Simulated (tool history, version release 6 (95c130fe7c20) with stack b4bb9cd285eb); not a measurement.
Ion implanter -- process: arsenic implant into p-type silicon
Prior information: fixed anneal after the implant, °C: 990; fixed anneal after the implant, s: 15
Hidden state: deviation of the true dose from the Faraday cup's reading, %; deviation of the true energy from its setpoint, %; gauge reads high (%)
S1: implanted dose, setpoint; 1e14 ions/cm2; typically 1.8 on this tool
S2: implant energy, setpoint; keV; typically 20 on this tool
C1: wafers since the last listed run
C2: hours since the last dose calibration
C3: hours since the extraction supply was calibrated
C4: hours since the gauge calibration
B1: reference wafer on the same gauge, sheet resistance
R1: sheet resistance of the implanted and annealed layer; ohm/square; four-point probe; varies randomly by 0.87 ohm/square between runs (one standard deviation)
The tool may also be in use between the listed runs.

run,day,S1,S2,C1,C2,C3,C4,B1,R1
1,0,1.5,23,0,404.9,2677.7,885.1,377.15,468.39
# day 1.129: gauge calibrated
2,4.421,2.16,25,2403,511,2783.8,79,376.98,356.05
3,7.242,2.16,25,1533,578.7,2851.5,146.7,377.35,356.18
4,14.733,1.8,20,4073,758.5,3031.3,326.5,377.15,421.21
5,18.071,1.8,20,1814,838.6,3111.4,406.6,377.45,422.66
# day 19.896: extraction supply calibrated
6,19.917,1.8,20,822,882.9,0.5,450.9,376.81,425.51
7,22.729,1.59,20,1529,950.4,68,518.4,377.31,466.34
# day 25.246: Faraday cup replaced and dose calibrated
8,26.638,1.8,20,1943,33.4,161.8,612.2,376.57,392.61
9,30.392,1.8,20,2041,123.5,251.9,702.3,376.86,395.66
10,32.983,1.8,20,1409,185.7,314.1,764.5,377.37,394.22
# day 34.571: Faraday cup replaced and dose calibrated, repeated, since the last time left the tool worse
# day 34.792: gauge calibrated
11,35.675,1.8,20,1282,26.5,378.7,21.2,376.63,411.39
12,37.862,1.5,23,1189,79,431.2,73.7,377.18,459.17
13,42.062,1.38,15,2283,179.8,532,174.5,376.94,526.48
14,44.971,1.8,23,1581,249.6,601.8,244.3,377,406.12
15,47.121,1.42,24.5,1168,301.2,653.4,295.9,376.93,475.79
16,49.858,1.5,23,1488,366.9,719.1,361.6,376.62,465.3
17,53.362,1.65,14,1905,451,803.2,445.7,376.71,468.43
18,56.921,1.57,13.5,1934,536.4,888.6,531.1,377.14,490.43
19,58.975,1.8,25.5,1116,585.7,937.9,580.4,377.13,403
20,62.667,1.66,24,2007,674.3,1026.5,669,376.77,433.51

For some of the steps in R1 from one run to the next: how much would appear even if the tool had no hidden state, given the settings, what came in and random variation, and how much remains for the hidden state plus any gauge scatter that the measured result and the result without hidden state don't share?
Run 1 -> 2: S1 1.5 -> 2.16, S2 23 -> 25, gauge calibrated. R1 -112.34 ohm/square: hidden state -0.53, all else -111.81.
Run 7 -> 8: S1 1.59 -> 1.8, Faraday cup replaced and dose calibrated. R1 -73.73 ohm/square: hidden state -32.24, all else -41.49.
Run 10 -> 11: Faraday cup replaced and dose calibrated, repeated, since the last time left the tool worse, gauge calibrated. R1 +17.17 ohm/square: hidden state +16.73, all else +0.44.
Run 13 -> 14: S1 1.38 -> 1.8, S2 15 -> 23. R1 -120.36 ohm/square: hidden state +0.19, all else -120.55.
